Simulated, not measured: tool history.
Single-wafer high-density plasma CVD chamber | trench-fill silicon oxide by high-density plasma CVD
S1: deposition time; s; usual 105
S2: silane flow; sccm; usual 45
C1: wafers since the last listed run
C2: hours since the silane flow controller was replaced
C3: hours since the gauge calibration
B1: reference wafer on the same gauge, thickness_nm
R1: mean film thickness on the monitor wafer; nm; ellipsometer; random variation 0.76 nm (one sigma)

run   hour   S1  S2   C1      C2     C3       B1       R1
  1    0.0  111  45    0  2848.5   13.5  526.022  461.364
  2   21.6  111  45  216  2870.1   35.1  525.872  460.184
  3   41.3  105  47  197  2889.8   54.8  526.051  453.109
  4   54.2  105  47  129  2902.7   67.7  525.923  454.138
  5   79.6  105  45  254  2928.1   93.1  525.906  434.351
  6  113.9  105  45  343  2962.4  127.4  526.178  433.002
  7  141.5  105  45  276  2990.0  155.0  525.944  433.220
     170.5  -- gauge calibrated
  8  171.9  118  53  304  3020.4    1.4  526.038  572.352
  9  199.7  118  53  278  3048.2   29.2  526.066  570.895
     231.9  -- silane flow controller replaced
 10  235.3  105  39  276     3.4   64.8  525.882  399.051
 11  263.8  105  49  285    31.9   93.3  525.977  501.744
 12  280.4  114  39  166    48.5  109.9  526.130  435.404
 13  296.7  111  39  163    64.8  126.2  525.913  424.139
 14  329.7  105  45  330    97.8  159.2  526.063  460.992
 15  357.7  124  42  280   125.8  187.2  525.910  510.295

Forecast each of these 3 alternatives for the next run:
  A  358.1  105  45   4  126.2  187.6   ?   ?
  B  358.1  114  49   4  126.2  187.6   ?   ?
  C  358.1  125  41   4  126.2  187.6   ?   ?

run       B1       R1
  A  525.855  460.579
  B  525.855  544.506
  C  525.855  499.569
Without the tool's hidden state the same runs would have given:
run       R1
  A  465.011
  B  549.747
  C  504.377
